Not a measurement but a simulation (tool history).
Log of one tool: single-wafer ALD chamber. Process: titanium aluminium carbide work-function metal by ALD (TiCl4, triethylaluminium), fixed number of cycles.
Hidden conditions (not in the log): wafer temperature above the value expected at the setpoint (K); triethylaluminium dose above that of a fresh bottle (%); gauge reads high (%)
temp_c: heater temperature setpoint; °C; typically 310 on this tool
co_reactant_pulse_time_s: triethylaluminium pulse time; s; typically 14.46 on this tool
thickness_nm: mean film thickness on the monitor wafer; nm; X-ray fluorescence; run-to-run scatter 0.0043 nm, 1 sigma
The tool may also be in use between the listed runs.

run    hour  temp_c  co_reactant_pulse_time_s  wafers since the last listed run  hours since the last thermocouple change  hours since the last triethylaluminium bottle change  hours since the showerhead was replaced  hours since the gauge calibration  read-back reference wafer on the same gauge, thickness_nm  thickness_nm
  1       0     310                     14.46                                 0                                       168                                                 654.4                                   3838.4                              775.7                                                      1.551         1.742
  2   183.6     310                     14.46                              2895                                     351.6                                                   838                                     4022                              959.3                                                      1.551         1.733
  3   251.2     310                     14.46                              1066                                     419.2                                                 905.6                                   4089.6                             1026.9                                                       1.55         1.733
  4   291.9     310                     14.46                               641                                     459.9                                                 946.3                                   4130.3                             1067.6                                                       1.55         1.728
  5   351.1     310                     14.46                               933                                     519.1                                                1005.5                                   4189.5                             1126.8                                                      1.551         1.724
  6   396.2     304                     14.46                               711                                     564.2                                                1050.6                                   4234.6                             1171.9                                                      1.551         1.688
  7   545.2     313                     14.46                              2349                                     713.2                                                1199.6                                   4383.6                             1320.9                                                      1.549         1.733
  8   621.7     313                     14.46                              1206                                     789.7                                                1276.1                                   4460.1                             1397.4                                                       1.55         1.738
  9   676.8     300                     14.46                               868                                     844.8                                                1331.2                                   4515.2                             1452.5                                                      1.551         1.649
 10   748.9     310                     14.46                              1137                                     916.9                                                1403.3                                   4587.3                             1524.6                                                       1.55         1.696
 11   788.6     310                     14.46                               626                                     956.6                                                  1443                                     4627                             1564.3                                                       1.55         1.703
 12   828.8     310                     14.46                               633                                     996.8                                                1483.2                                   4667.2                             1604.5                                                       1.55         1.704
      887.9  -- gauge calibrated
 13   936.4     310                     14.46                              1696                                    1104.4                                                1590.8                                   4774.8                               48.5                                                       1.55         1.688
     1047.9  -- showerhead replaced
 14  1048.4     304                     11.35                              1640                                    1216.4                                                1702.8                                      0.5                              160.5                                                       1.55         1.581
 15  1106.8     322                     14.46                               920                                    1274.8                                                1761.2                                     58.9                              218.9                                                      1.549         1.749
     1144.3  -- triethylaluminium bottle replaced
 16  1177.1     319                     18.88                               982                                    1345.1                                                  32.8                                    129.2                              289.2                                                       1.55           1.8
     1210.1  -- thermocouple changed; heater temperature recalibrated
 17  1266.3     321                     11.24                              1280                                      56.2                                                   122                                    218.4                              378.4                                                      1.551         1.786
 18  1352.3     310                     14.46                              1356                                     142.2                                                   208                                    304.4                              464.4                                                       1.55         1.741
 19  1430.1     304                     10.39                              1226                                       220                                                 285.8                                    382.2                              542.2                                                       1.55         1.667
 20  1500.2     310                     14.46                              1105                                     290.1                                                 355.9                                    452.3                              612.3                                                      1.551         1.737
 21  1555.1     316                      8.91                               865                                       345                                                 410.8                                    507.2                              667.2                                                       1.55         1.714
 22  1605.2     315                     17.97                               790                                     395.1                                                 460.9                                    557.3                              717.3                                                      1.551         1.785
 23  1671.7     317                     14.46                              1048                                     461.6                                                 527.4                                    623.8                              783.8                                                       1.55         1.784
 24  1768.2     297                     14.46                              1521                                     558.1                                                 623.9                                    720.3                              880.3                                                       1.55         1.656

Run 25, settings as shown, results not yet in. Your forecast:
 25  1850.2     310                     14.46                              1293                                     640.1                                                 705.9                                    802.3                              962.3                                                          ?             ?

{"run 25": {"read-back reference wafer on the same gauge, thickness_nm": 1.549, "thickness_nm": 1.738}}
With the hidden condition absent and the run-to-run variation left alone, this run would have shown thickness_nm 1.744 nm.

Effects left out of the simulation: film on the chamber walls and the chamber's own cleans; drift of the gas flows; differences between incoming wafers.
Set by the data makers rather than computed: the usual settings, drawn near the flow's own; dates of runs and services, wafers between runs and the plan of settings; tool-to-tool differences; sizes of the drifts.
